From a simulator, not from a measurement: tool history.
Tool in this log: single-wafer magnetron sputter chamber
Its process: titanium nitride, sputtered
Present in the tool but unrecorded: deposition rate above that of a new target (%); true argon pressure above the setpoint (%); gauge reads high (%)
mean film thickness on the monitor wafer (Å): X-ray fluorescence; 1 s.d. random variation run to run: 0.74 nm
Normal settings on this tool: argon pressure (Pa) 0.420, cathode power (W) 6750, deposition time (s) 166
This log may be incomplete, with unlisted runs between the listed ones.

run,hour,argon pressure (Pa),cathode power (W),deposition time (s),wafers since the last listed run,wafers on the sputter target,hours since the last manometer calibration,hours since the magnet pack was replaced,hours since the gauge calibration,"read-back reference wafer on the same gauge, thickness_nm",mean film thickness on the monitor wafer (Å)
1,0.0,0.420,6750,166,0,3825,493.2,7379.1,1379.4,183.081,2193.06
# hour 253.7: sputter target and shields replaced
2,294.1,0.420,6750,166,2926,413,787.3,7673.2,1673.5,182.922,2189.05
3,353.3,0.420,6750,166,605,1018,846.5,7732.4,1732.7,183.030,2196.14
4,512.8,0.420,6750,166,1631,2649,1006.0,7891.9,1892.2,182.942,2165.60
5,597.2,0.420,6750,166,863,3512,1090.4,7976.3,1976.6,182.938,2183.52
6,667.9,0.420,6750,166,723,4236,1161.1,8047.0,2047.3,183.115,2174.20
7,730.1,0.347,6750,166,636,4872,1223.3,8109.2,2109.5,182.986,2240.68
# hour 776.0: sputter target and shields replaced
8,832.5,0.347,6750,166,965,577,1325.7,8211.6,2211.9,183.083,2241.25
# hour 867.5: capacitance manometer re-zeroed and calibrated
9,902.6,0.420,6750,173,635,1212,35.1,8281.7,2282.0,183.180,2233.53
10,994.3,0.420,6750,173,937,2150,126.8,8373.4,2373.7,183.027,2229.72
11,1060.5,0.420,6750,166,677,2827,193.0,8439.6,2439.9,183.094,2143.19
12,1100.7,0.548,7400,166,411,3238,233.2,8479.8,2480.1,183.009,2188.10
13,1148.9,0.548,7400,166,492,3731,281.4,8528.0,2528.3,182.932,2192.41
14,1201.4,0.420,6750,183,536,4268,333.9,8580.5,2580.8,182.931,2370.31
# hour 1268.2: gauge calibrated
15,1303.7,0.420,6750,183,1046,5314,436.2,8682.8,35.5,183.034,2361.22
16,1398.5,0.420,6750,166,969,6284,531.0,8777.6,130.3,183.032,2129.67
# hour 1409.2: sputter target and shields replaced
# hour 1427.5: capacitance manometer re-zeroed and calibrated, repeated, since the last time left the tool worse
17,1490.1,0.420,6750,195,773,745,62.6,8869.2,221.9,183.039,2586.15
18,1579.7,0.377,6750,196,916,1661,152.2,8958.8,311.5,183.133,2653.86
19,1648.4,0.420,6750,166,702,2364,220.9,9027.5,380.2,183.089,2225.56
20,1695.5,0.555,6750,179,481,2846,268.0,9074.6,427.3,182.880,2242.64
21,1788.4,0.323,6750,166,950,3796,360.9,9167.5,520.2,182.922,2293.61
22,1888.9,0.286,6100,179,1027,4824,461.4,9268.0,620.7,182.781,2278.67
# hour 1924.6: sputter target and shields replaced
23,1973.6,0.420,6750,166,784,501,546.1,9352.7,705.4,182.989,2201.55
24,2029.4,0.523,7450,194,570,1071,601.9,9408.5,761.2,183.033,2698.13
25,2108.4,0.501,8000,166,807,1879,680.9,9487.5,840.2,183.098,2489.77
# hour 2180.5: magnet pack replaced
26,2181.0,0.366,6750,166,660,2540,753.5,0.5,912.8,182.948,2241.01
27,2252.5,0.371,7200,166,731,3271,825.0,72.0,984.3,182.957,2372.99
28,2346.9,0.368,6750,188,965,4237,919.4,166.4,1078.7,183.007,2532.85
29,2414.7,0.420,7550,166,693,4930,987.2,234.2,1146.5,182.924,2431.73
30,2519.2,0.574,5450,180,1068,5999,1091.7,338.7,1251.0,183.074,1824.69
# hour 2560.7: sputter target and shields replaced
31,2587.5,0.340,5350,136,616,274,1160.0,407.0,1319.3,183.113,1495.82
32,2675.3,0.420,6750,183,897,1172,1247.8,494.8,1407.1,182.824,2401.25
# hour 2696.4: capacitance manometer re-zeroed and calibrated
33,2767.5,0.524,5350,151,861,2033,71.1,587.0,1499.3,183.064,1554.20
34,2837.0,0.528,6750,154,710,2744,140.6,656.5,1568.8,182.964,1960.81

4 ways to go on from here, each from the tool as it stands after run 34. What would each give?
A,2837.4,0.420,6750,166,4,2748,141.0,656.9,1569.2,?,?
B,2837.4,0.586,8100,139,4,2748,141.0,656.9,1569.2,?,?
C,2837.4,0.420,7850,166,4,2748,141.0,656.9,1569.2,?,?
D,2837.4,0.420,7300,190,4,2748,141.0,656.9,1569.2,?,?

run,"read-back reference wafer on the same gauge, thickness_nm",mean film thickness on the monitor wafer (Å)
A,183.052,2191.85
B,183.052,2034.99
C,183.052,2523.35
D,183.052,2698.46
Without the tool's unlogged condition, the same runs would have read:
run,mean film thickness on the monitor wafer (Å)
A,2195.61
B,2039.88
C,2527.69
D,2703.09
